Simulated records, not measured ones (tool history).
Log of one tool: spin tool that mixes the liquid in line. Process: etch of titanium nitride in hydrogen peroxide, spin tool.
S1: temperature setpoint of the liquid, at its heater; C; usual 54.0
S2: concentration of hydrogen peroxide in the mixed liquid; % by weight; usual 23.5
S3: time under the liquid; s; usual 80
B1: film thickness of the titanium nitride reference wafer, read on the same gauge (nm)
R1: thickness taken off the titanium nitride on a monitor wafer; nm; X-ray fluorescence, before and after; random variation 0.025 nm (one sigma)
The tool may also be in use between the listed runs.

run   hour    S1    S2   S3      B1     R1
  1    0.0  54.0  23.5   80  109.99   6.78
  2    7.8  51.0  23.5   80  110.00   5.41
  3   20.1  54.0  23.5   90  110.00   7.63
  4   31.3  54.0  23.5   80  109.99   6.79
  5   41.6  54.0  27.0   80  110.01   6.97
  6   50.2  54.0  27.0   80  110.02   6.95
      52.2  -- peroxide flow meter replaced
  7   58.5  54.0  27.0   80  110.00   6.96
  8   67.6  54.0  23.5   80  110.00   6.75
  9   78.4  62.0  29.0   35  110.02   5.45
      83.9  -- new drum of peroxide connected
 10   90.7  60.5  20.0  125  110.00  16.11
      94.6  -- gauge calibrated
 11   99.3  54.0  23.5   80  110.00   6.75
 12  111.6  54.0  23.5   35  110.01   2.94
     117.6  -- heated supply line repaired
     119.6  -- thermometer replaced
 13  121.3  54.0  20.5  105  110.02  11.61
 14  138.3  63.0  18.5  100  110.00  20.08
 15  149.2  54.0  27.0   80  110.00   9.36
 16  164.6  62.0  17.0   30  110.00   5.52

Forecast each of these 5 alternatives for the next run:
  A  165.0  54.0  23.5   80   ?   ?
  B  165.0  54.0  23.5   60   ?   ?
  C  165.0  54.0  26.0  100   ?   ?
  D  165.0  54.0  16.5  115   ?   ?
  E  165.0  44.0  19.0   80   ?   ?

run      B1     R1
  A  109.98   9.09
  B  109.98   6.82
  C  109.98  11.62
  D  109.98  12.12
  E  109.98   4.19
Without the tool's hidden state the same runs would have given:
run     R1
  A   9.56
  B   7.17
  C  12.22
  D  12.74
  E   4.42
